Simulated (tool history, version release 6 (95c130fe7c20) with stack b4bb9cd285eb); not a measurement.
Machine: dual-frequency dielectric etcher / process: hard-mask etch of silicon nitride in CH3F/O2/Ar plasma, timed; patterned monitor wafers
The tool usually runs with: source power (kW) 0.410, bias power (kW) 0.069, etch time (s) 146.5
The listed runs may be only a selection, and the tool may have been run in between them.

| run | day | source power (kW) | bias power (kW) | etch time (s) | wafers since the last listed run | hours since the last wet clean | hours since the last source power generator calibration | hours since the last bias power generator calibration | hours since the last upper electrode change | hours since the gauge calibration | read-back reference wafer on the same gauge, depth_nm | mean etch depth across the wafer (nm) |
|---|---|---|---|---|---|---|---|---|---|---|---|---|
| 1 | 0.000 | 0.450 | 0.069 | 178.0 | 0 | 0.5 | 1856.8 | 2914.0 | 5063.1 | 1515.9 | 89.1 | 116.7 |
| 2 | 1.483 | 0.450 | 0.069 | 178.0 | 306 | 36.1 | 1892.4 | 2949.6 | 5098.7 | 1551.5 | 89.0 | 116.7 |
|  | 2.346 | source power generator calibrated |
| 3 | 2.592 | 0.450 | 0.069 | 178.0 | 194 | 62.7 | 5.9 | 2976.2 | 5125.3 | 1578.1 | 89.1 | 115.7 |
| 4 | 3.733 | 0.410 | 0.075 | 146.5 | 236 | 90.1 | 33.3 | 3003.6 | 5152.7 | 1605.5 | 89.0 | 94.4 |
| 5 | 5.904 | 0.410 | 0.075 | 146.5 | 448 | 142.2 | 85.4 | 3055.7 | 5204.8 | 1657.6 | 89.0 | 94.3 |
| 6 | 8.088 | 0.410 | 0.075 | 146.5 | 451 | 194.6 | 137.8 | 3108.1 | 5257.2 | 1710.0 | 89.0 | 94.2 |
| 7 | 11.054 | 0.410 | 0.069 | 155.5 | 613 | 265.8 | 209.0 | 3179.3 | 5328.4 | 1781.2 | 89.0 | 97.9 |
|  | 13.062 | upper electrode replaced |
| 8 | 13.675 | 0.410 | 0.069 | 155.5 | 335 | 328.7 | 271.9 | 3242.2 | 14.7 | 1844.1 | 89.0 | 98.1 |
|  | 14.696 | source power generator calibrated, repeated, since the last time left the tool worse |
| 9 | 14.983 | 0.480 | 0.085 | 133.5 | 236 | 360.1 | 6.9 | 3273.6 | 46.1 | 1875.5 | 89.0 | 95.7 |
| 10 | 16.212 | 0.350 | 0.079 | 166.5 | 254 | 389.6 | 36.4 | 3303.1 | 75.6 | 1905.0 | 88.9 | 105.0 |
| 11 | 18.346 | 0.380 | 0.080 | 103.0 | 441 | 440.8 | 87.6 | 3354.3 | 126.8 | 1956.2 | 89.0 | 67.3 |
|  | 18.512 | gauge calibrated |
| 12 | 20.262 | 0.410 | 0.069 | 188.5 | 396 | 486.8 | 133.6 | 3400.3 | 172.8 | 42.0 | 88.9 | 121.7 |
|  | 21.758 | wet clean of the chamber |
| 13 | 21.779 | 0.410 | 0.069 | 116.5 | 106 | 0.5 | 170.0 | 3436.7 | 209.2 | 78.4 | 88.9 | 75.2 |
| 14 | 22.496 | 0.380 | 0.069 | 177.0 | 148 | 17.7 | 187.2 | 3453.9 | 226.4 | 95.6 | 88.9 | 111.1 |
| 15 | 25.325 | 0.410 | 0.069 | 146.5 | 585 | 85.6 | 255.1 | 3521.8 | 294.3 | 163.5 | 89.1 | 94.5 |
| 16 | 27.004 | 0.470 | 0.081 | 146.5 | 347 | 125.9 | 295.4 | 3562.1 | 334.6 | 203.8 | 89.0 | 103.1 |
| 17 | 29.821 | 0.410 | 0.069 | 146.5 | 582 | 193.5 | 363.0 | 3629.7 | 402.2 | 271.4 | 89.0 | 94.4 |
|  | 31.738 | bias power generator calibrated |
| 18 | 31.796 | 0.350 | 0.075 | 114.0 | 374 | 240.9 | 410.4 | 1.4 | 449.6 | 318.8 | 89.0 | 71.2 |
| 19 | 33.279 | 0.410 | 0.069 | 132.5 | 306 | 276.5 | 446.0 | 37.0 | 485.2 | 354.4 | 89.0 | 85.6 |
| 20 | 35.442 | 0.460 | 0.078 | 178.5 | 447 | 328.4 | 497.9 | 88.9 | 537.1 | 406.3 | 89.1 | 123.0 |
| 21 | 38.167 | 0.410 | 0.069 | 146.5 | 563 | 393.8 | 563.3 | 154.3 | 602.5 | 471.7 | 89.0 | 94.6 |
| 22 | 40.433 | 0.410 | 0.069 | 146.5 | 468 | 448.2 | 617.7 | 208.7 | 656.9 | 526.1 | 89.1 | 94.2 |
| 23 | 42.600 | 0.350 | 0.079 | 166.5 | 448 | 500.2 | 669.7 | 260.7 | 708.9 | 578.1 | 89.0 | 105.5 |
|  | 45.050 | wet clean of the chamber |
| 24 | 45.279 | 0.410 | 0.069 | 146.5 | 347 | 5.5 | 734.0 | 325.0 | 773.2 | 642.4 | 89.1 | 93.9 |
| 25 | 46.492 | 0.350 | 0.074 | 146.5 | 250 | 34.6 | 763.1 | 354.1 | 802.3 | 671.5 | 88.9 | 90.9 |
| 26 | 48.317 | 0.500 | 0.080 | 173.0 | 377 | 78.4 | 806.9 | 397.9 | 846.1 | 715.3 | 89.0 | 123.4 |
| 27 | 50.883 | 0.410 | 0.069 | 159.5 | 530 | 140.0 | 868.5 | 459.5 | 907.7 | 776.9 | 89.1 | 102.7 |
| 28 | 52.300 | 0.410 | 0.069 | 146.5 | 292 | 174.0 | 902.5 | 493.5 | 941.7 | 810.9 | 89.0 | 94.2 |
| 29 | 53.600 | 0.470 | 0.078 | 146.5 | 268 | 205.2 | 933.7 | 524.7 | 972.9 | 842.1 | 89.0 | 101.6 |
| 30 | 56.283 | 0.410 | 0.069 | 146.5 | 554 | 269.6 | 998.1 | 589.1 | 1037.3 | 906.5 | 89.0 | 93.7 |

Here are 4 independent what-if runs from the current tool condition. What would each one return?
| A | 56.304 | 0.410 | 0.069 | 146.5 | 4 | 270.1 | 998.6 | 589.6 | 1037.8 | 907.0 | ? | ? |
| B | 56.304 | 0.330 | 0.056 | 189.0 | 4 | 270.1 | 998.6 | 589.6 | 1037.8 | 907.0 | ? | ? |
| C | 56.304 | 0.350 | 0.083 | 104.0 | 4 | 270.1 | 998.6 | 589.6 | 1037.8 | 907.0 | ? | ? |
| D | 56.304 | 0.440 | 0.055 | 146.5 | 4 | 270.1 | 998.6 | 589.6 | 1037.8 | 907.0 | ? | ? |

| run | read-back reference wafer on the same gauge, depth_nm | mean etch depth across the wafer (nm) |
|---|---|---|
| A | 89.0 | 94.2 |
| B | 89.0 | 107.9 |
| C | 89.0 | 66.5 |
| D | 89.0 | 91.6 |
What these runs would have given with no unlogged condition in the tool:
| run | mean etch depth across the wafer (nm) |
|---|---|
| A | 94.7 |
| B | 108.4 |
| C | 66.9 |
| D | 92.1 |
